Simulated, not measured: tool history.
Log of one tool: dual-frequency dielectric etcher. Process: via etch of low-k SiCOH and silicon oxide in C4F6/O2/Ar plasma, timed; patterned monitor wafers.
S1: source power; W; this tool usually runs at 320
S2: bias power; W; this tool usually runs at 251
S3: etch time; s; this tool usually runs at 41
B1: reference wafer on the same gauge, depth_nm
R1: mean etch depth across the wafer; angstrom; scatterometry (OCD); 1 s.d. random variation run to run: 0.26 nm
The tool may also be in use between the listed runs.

{"run": 1, "day": 0.0, "S1": 320, "S2": 251, "S3": 45, "B1": 85.5, "R1": 956}
{"run": 2, "day": 1.454, "S1": 320, "S2": 251, "S3": 45, "B1": 85.4, "R1": 958}
{"run": 3, "day": 2.946, "S1": 320, "S2": 251, "S3": 45, "B1": 85.4, "R1": 958}
{"run": 4, "day": 5.5, "S1": 320, "S2": 251, "S3": 41, "B1": 85.4, "R1": 873}
{"run": 5, "day": 6.542, "S1": 320, "S2": 251, "S3": 41, "B1": 85.3, "R1": 873}
{"day": 8.788, "done": "gauge calibrated"}
{"day": 10.121, "done": "wet clean of the chamber"}
{"run": 6, "day": 10.142, "S1": 320, "S2": 251, "S3": 44.5, "B1": 86.7, "R1": 962}
{"day": 11.442, "done": "source power generator calibrated"}
{"run": 7, "day": 12.312, "S1": 320, "S2": 251, "S3": 44.5, "B1": 86.3, "R1": 960}
{"run": 8, "day": 15.058, "S1": 380, "S2": 211, "S3": 29.5, "B1": 86, "R1": 665}
{"run": 9, "day": 17.517, "S1": 320, "S2": 293, "S3": 52, "B1": 85.8, "R1": 1164}
{"run": 10, "day": 18.758, "S1": 370, "S2": 251, "S3": 30, "B1": 85.6, "R1": 698}
{"day": 22.546, "done": "upper electrode replaced"}
{"run": 11, "day": 22.567, "S1": 320, "S2": 251, "S3": 41, "B1": 85.5, "R1": 876}
{"day": 22.8, "done": "bias power generator calibrated"}
{"run": 12, "day": 24.475, "S1": 400, "S2": 251, "S3": 48, "B1": 85.5, "R1": 1164}
{"run": 13, "day": 26.133, "S1": 390, "S2": 307, "S3": 31.5, "B1": 85.5, "R1": 798}
{"run": 14, "day": 28.733, "S1": 380, "S2": 251, "S3": 41, "B1": 85.4, "R1": 970}

Difference, measured minus no-hidden-state, one row per run. Run-to-run variation is common to both terms; the gauge's own scatter need not be:
The hidden state here: etch rate over this chamber's usual, %; source power that arrives over what is set, %; bias power that arrives over what is set, %; gauge reads high (%).
run=1 R1=-18
run=2 R1=-19
run=3 R1=-19
run=4 R1=-18
run=5 R1=-18
run=6 R1=-5
run=7 R1=-9
run=8 R1=-8
run=9 R1=-18
run=10 R1=-11
run=11 R1=-15
run=12 R1=-22
run=13 R1=-15
run=14 R1=-19
